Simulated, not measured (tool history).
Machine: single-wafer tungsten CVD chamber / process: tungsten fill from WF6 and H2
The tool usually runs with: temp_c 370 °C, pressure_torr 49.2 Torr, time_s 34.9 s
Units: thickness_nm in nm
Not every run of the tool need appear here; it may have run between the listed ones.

| run | day | temp_c | pressure_torr | time_s | read-back reference wafer on the same gauge, thickness_nm | thickness_nm |
|---|---|---|---|---|---|---|
| 1 | 0 | 370 | 49.2 | 34.9 | 75.108 | 73.485 |
| 2 | 1.183 | 370 | 49.2 | 34.9 | 75.111 | 73.643 |
| 3 | 3.617 | 370 | 49.2 | 37.8 | 75.105 | 79.851 |
| 4 | 5.708 | 370 | 49.2 | 37.8 | 75.119 | 79.527 |
| 5 | 8.517 | 370 | 49.2 | 37.8 | 75.12 | 79.895 |
| 6 | 9.875 | 370 | 41.9 | 34.9 | 75.085 | 64.523 |
| 7 | 11.592 | 376 | 49.2 | 34.9 | 75.095 | 84.47 |
| 8 | 12.729 | 376 | 49.2 | 34.9 | 75.119 | 85.075 |
| 9 | 13.992 | 376 | 49.2 | 34.9 | 75.133 | 85.1 |
|  | 16.167 | showerhead replaced |
| 10 | 16.188 | 370 | 45.7 | 34.9 | 75.096 | 69.313 |
| 11 | 17.438 | 370 | 45.7 | 34.9 | 75.111 | 69.4 |
| 12 | 20.412 | 370 | 49.2 | 28.1 | 75.129 | 59.208 |
| 13 | 22.746 | 370 | 58.7 | 37.1 | 75.104 | 88.963 |
| 14 | 25.596 | 358 | 54.8 | 34.9 | 75.135 | 58.981 |
| 15 | 26.883 | 370 | 43.2 | 34.9 | 75.118 | 66.448 |
|  | 29.154 | capacitance manometer re-zeroed and calibrated |
| 16 | 29.175 | 370 | 40.9 | 29.5 | 75.111 | 51.985 |
|  | 30.142 | thermocouple changed; heater temperature recalibrated |
| 17 | 31.825 | 381 | 57.4 | 32.4 | 75.098 | 96.829 |
|  | 33.479 | gauge calibrated |
| 18 | 33.704 | 365 | 54.6 | 28.2 | 75.1 | 55.969 |
| 19 | 41.083 | 385 | 60.2 | 40.6 | 75.101 | 137.956 |
| 20 | 42.112 | 370 | 43.2 | 34.9 | 75.088 | 65.201 |
| 21 | 44.538 | 370 | 49.2 | 34.9 | 75.078 | 72.419 |
| 22 | 46.308 | 370 | 44.7 | 41.7 | 75.104 | 80.472 |

The tool's hidden state at each run:
wafer temperature above the value expected at the setpoint (K): 0, the same for each run
gauge reads high (%): 0, the same for each run
H1: true pressure above the setpoint (%)
| run | H1 |
|---|---|
| 1 | 2.27 |
| 2 | 2.3 |
| 3 | 2.35 |
| 4 | 2.39 |
| 5 | 2.43 |
| 6 | 2.45 |
| 7 | 2.48 |
| 8 | 2.49 |
| 9 | 2.51 |
| 10 | 2.53 |
| 11 | 2.55 |
| 12 | 2.57 |
| 13 | 2.59 |
| 14 | 2.61 |
| 15 | 2.62 |
| 16 | -0.298 |
| 17 | -0.0225 |
| 18 | 0.153 |
| 19 | 0.711 |
| 20 | 0.775 |
| 21 | 0.913 |
| 22 | 1 |
